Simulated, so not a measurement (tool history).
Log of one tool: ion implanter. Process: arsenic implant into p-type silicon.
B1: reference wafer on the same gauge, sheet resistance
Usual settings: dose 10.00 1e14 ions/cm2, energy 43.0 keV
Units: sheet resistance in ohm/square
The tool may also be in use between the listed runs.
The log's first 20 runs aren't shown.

Run 21, hour 642.4: usual settings but dose 11.01 1e14 ions/cm2, energy 33.0 keV; B1 105.99. Result: sheet resistance 102.50 ohm/square.
Run 22, hour 659.2: usual settings but dose 11.33 1e14 ions/cm2; B1 106.06. Result: sheet resistance 93.69 ohm/square.
Run 23, hour 673.5: usual settings but dose 10.77 1e14 ions/cm2, energy 54.0 keV; B1 106.01. Result: sheet resistance 92.48 ohm/square.
Run 24, hour 696.6: usual settings but dose 8.17 1e14 ions/cm2, energy 51.5 keV; B1 105.90. Result: sheet resistance 112.88 ohm/square.
Run 25, hour 717.6: usual settings but energy 35.0 keV; B1 105.95. Result: sheet resistance 106.83 ohm/square.
Run 26, hour 747.0: usual settings but dose 11.85 1e14 ions/cm2, energy 57.0 keV; B1 106.03. Result: sheet resistance 86.38 ohm/square.
Run 27, hour 762.7: usual settings but dose 11.60 1e14 ions/cm2, energy 34.0 keV; B1 106.05. Result: sheet resistance 98.49 ohm/square.
Run 28, hour 784.4: usual settings but dose 12.48 1e14 ions/cm2, energy 29.5 keV; B1 105.94. Result: sheet resistance 99.44 ohm/square.
Run 29, hour 812.5: usual settings but dose 7.56 1e14 ions/cm2, energy 34.0 keV; B1 106.16. Result: sheet resistance 128.74 ohm/square.
Run 30, hour 843.1: usual settings; B1 105.93. Result: sheet resistance 100.67 ohm/square.
Run 31, hour 868.9: usual settings but dose 10.77 1e14 ions/cm2, energy 36.0 keV; B1 106.09. Result: sheet resistance 100.29 ohm/square.
At hour 894.8: gauge calibrated.
Run 32, hour 897.7: usual settings; B1 105.92. Result: sheet resistance 100.42 ohm/square.
Run 33, hour 918.4: usual settings but energy 54.0 keV; B1 106.14. Result: sheet resistance 95.98 ohm/square.
Run 34, hour 930.8: usual settings but dose 8.79 1e14 ions/cm2, energy 53.5 keV; B1 106.08. Result: sheet resistance 105.56 ohm/square.

3 ways to go on from here, each from the tool as it stands after run 34. What would each give?
Run A, hour 931.2: usual settings; B1 ?. Result: sheet resistance ?.
Run B, hour 931.2: usual settings but dose 7.40 1e14 ions/cm2, energy 35.5 keV; B1 ?. Result: sheet resistance ?.
Run C, hour 931.2: usual settings but dose 8.61 1e14 ions/cm2, energy 32.0 keV; B1 ?. Result: sheet resistance ?.

run      B1  sheet resistance
  A  105.95            100.02
  B  105.95            128.66
  C  105.95            118.42
Without the tool's hidden state the same runs would have given:
run  sheet resistance
  A            101.53
  B            130.84
  C            120.23

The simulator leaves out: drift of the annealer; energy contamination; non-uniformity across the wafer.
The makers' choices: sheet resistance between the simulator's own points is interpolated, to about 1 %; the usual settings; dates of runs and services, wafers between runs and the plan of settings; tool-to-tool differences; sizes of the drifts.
